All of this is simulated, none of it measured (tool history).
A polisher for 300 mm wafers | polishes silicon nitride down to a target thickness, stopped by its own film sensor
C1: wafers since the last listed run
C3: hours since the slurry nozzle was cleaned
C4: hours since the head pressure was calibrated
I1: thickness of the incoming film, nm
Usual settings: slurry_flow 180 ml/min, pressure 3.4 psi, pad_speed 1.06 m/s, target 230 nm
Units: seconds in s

run 1 hour=0.0 | slurry_flow=180 pressure=3.4 pad_speed=0.80 target=230 | C1=0 wafers_polished_on_this_pad=3876 C3=33.8 C4=688.9 | I1=414.3 | seconds=136.0
run 2 hour=31.8 | slurry_flow=180 pressure=3.4 pad_speed=0.80 target=230 | C1=389 wafers_polished_on_this_pad=4266 C3=65.6 C4=720.7 | I1=429.0 | seconds=148.0
-- hour=46.5 head pressure recalibrated
-- hour=86.3 worn pad replaced by a new one
run 3 hour=94.4 | slurry_flow=140 pressure=3.4 pad_speed=1.06 target=230 | C1=693 wafers_polished_on_this_pad=99 C3=128.2 C4=47.9 | I1=420.4 | seconds=99.8
run 4 hour=160.3 | slurry_flow=140 pressure=3.4 pad_speed=1.06 target=230 | C1=807 wafers_polished_on_this_pad=907 C3=194.1 C4=113.8 | I1=428.0 | seconds=107.2
run 5 hour=199.3 | slurry_flow=140 pressure=3.4 pad_speed=1.06 target=230 | C1=477 wafers_polished_on_this_pad=1384 C3=233.1 C4=152.8 | I1=424.1 | seconds=107.5
run 6 hour=266.9 | slurry_flow=180 pressure=3.4 pad_speed=1.06 target=230 | C1=828 wafers_polished_on_this_pad=2212 C3=300.7 C4=220.4 | I1=422.6 | seconds=105.4
run 7 hour=299.9 | slurry_flow=180 pressure=3.4 pad_speed=1.06 target=230 | C1=404 wafers_polished_on_this_pad=2617 C3=333.7 C4=253.4 | I1=419.8 | seconds=104.1
-- hour=337.2 slurry nozzle cleaned
run 8 hour=350.8 | slurry_flow=180 pressure=3.4 pad_speed=1.06 target=230 | C1=611 wafers_polished_on_this_pad=3228 C3=13.6 C4=304.3 | I1=421.7 | seconds=108.9
run 9 hour=388.2 | slurry_flow=180 pressure=3.4 pad_speed=1.06 target=230 | C1=458 wafers_polished_on_this_pad=3686 C3=51.0 C4=341.7 | I1=415.4 | seconds=105.2
run 10 hour=450.9 | slurry_flow=180 pressure=3.4 pad_speed=1.18 target=230 | C1=768 wafers_polished_on_this_pad=4454 C3=113.7 C4=404.4 | I1=422.2 | seconds=102.2
-- hour=506.3 worn pad replaced by a new one
run 11 hour=506.8 | slurry_flow=180 pressure=3.4 pad_speed=1.18 target=230 | C1=635 wafers_polished_on_this_pad=5 C3=169.6 C4=460.3 | I1=415.7 | seconds=89.2
run 12 hour=553.6 | slurry_flow=180 pressure=3.4 pad_speed=1.18 target=230 | C1=573 wafers_polished_on_this_pad=579 C3=216.4 C4=507.1 | I1=414.9 | seconds=90.3
run 13 hour=589.7 | slurry_flow=135 pressure=3.4 pad_speed=1.06 target=230 | C1=442 wafers_polished_on_this_pad=1021 C3=252.5 C4=543.2 | I1=423.0 | seconds=107.1
-- hour=608.0 head pressure recalibrated
run 14 hour=651.6 | slurry_flow=135 pressure=3.4 pad_speed=1.06 target=230 | C1=733 wafers_polished_on_this_pad=1755 C3=314.4 C4=43.6 | I1=412.3 | seconds=104.3
run 15 hour=681.9 | slurry_flow=135 pressure=3.4 pad_speed=1.06 target=230 | C1=371 wafers_polished_on_this_pad=2126 C3=344.7 C4=73.9 | I1=421.8 | seconds=110.0
-- hour=694.8 slurry nozzle cleaned
run 16 hour=726.2 | slurry_flow=180 pressure=3.8 pad_speed=1.06 target=180 | C1=530 wafers_polished_on_this_pad=2656 C3=31.4 C4=118.2 | I1=421.9 | seconds=126.3
run 17 hour=780.9 | slurry_flow=180 pressure=3.4 pad_speed=1.06 target=230 | C1=670 wafers_polished_on_this_pad=3326 C3=86.1 C4=172.9 | I1=414.5 | seconds=107.1
-- hour=851.8 worn pad replaced by a new one, of another model than before
run 18 hour=900.4 | slurry_flow=180 pressure=3.4 pad_speed=1.06 target=230 | C1=1414 wafers_polished_on_this_pad=594 C3=205.6 C4=292.4 | I1=423.1 | seconds=102.9
run 19 hour=938.9 | slurry_flow=120 pressure=3.4 pad_speed=1.06 target=230 | C1=471 wafers_polished_on_this_pad=1066 C3=244.1 C4=330.9 | I1=421.8 | seconds=108.7
run 20 hour=1008.2 | slurry_flow=220 pressure=3.4 pad_speed=1.06 target=230 | C1=848 wafers_polished_on_this_pad=1915 C3=313.4 C4=400.2 | I1=417.6 | seconds=103.6
-- hour=1035.2 slurry nozzle cleaned
run 21 hour=1058.7 | slurry_flow=180 pressure=2.2 pad_speed=1.06 target=295 | C1=606 wafers_polished_on_this_pad=2521 C3=23.5 C4=450.7 | I1=418.1 | seconds=103.3
run 22 hour=1128.2 | slurry_flow=155 pressure=4.2 pad_speed=0.86 target=190 | C1=851 wafers_polished_on_this_pad=3373 C3=93.0 C4=520.2 | I1=416.2 | seconds=119.7
run 23 hour=1177.0 | slurry_flow=205 pressure=2.8 pad_speed=0.96 target=251 | C1=597 wafers_polished_on_this_pad=3970 C3=141.8 C4=569.0 | I1=412.7 | seconds=118.9
run 24 hour=1212.2 | slurry_flow=180 pressure=3.4 pad_speed=1.06 target=230 | C1=431 wafers_polished_on_this_pad=4402 C3=177.0 C4=604.2 | I1=420.0 | seconds=114.5
run 25 hour=1262.6 | slurry_flow=180 pressure=3.7 pad_speed=1.06 target=182 | C1=617 wafers_polished_on_this_pad=5019 C3=227.4 C4=654.6 | I1=418.1 | seconds=133.7
-- hour=1270.4 worn pad replaced by a new one
-- hour=1278.1 head pressure recalibrated
run 26 hour=1309.9 | slurry_flow=180 pressure=2.5 pad_speed=1.06 target=230 | C1=505 wafers_polished_on_this_pad=459 C3=274.7 C4=31.8 | I1=418.8 | seconds=131.1
-- hour=1361.0 slurry nozzle cleaned
run 27 hour=1361.5 | slurry_flow=155 pressure=3.4 pad_speed=1.28 target=230 | C1=619 wafers_polished_on_this_pad=1078 C3=0.5 C4=83.4 | I1=421.2 | seconds=94.6

Forecast run 28:
run 28 hour=1388.1 | slurry_flow=180 pressure=3.7 pad_speed=1.06 target=182 | C1=325 wafers_polished_on_this_pad=1404 C3=27.1 C4=110.0 | I1=414.9 | seconds=?

seconds: 117.6 s
Without the tool's hidden state the same run would have given seconds 112.8 s.

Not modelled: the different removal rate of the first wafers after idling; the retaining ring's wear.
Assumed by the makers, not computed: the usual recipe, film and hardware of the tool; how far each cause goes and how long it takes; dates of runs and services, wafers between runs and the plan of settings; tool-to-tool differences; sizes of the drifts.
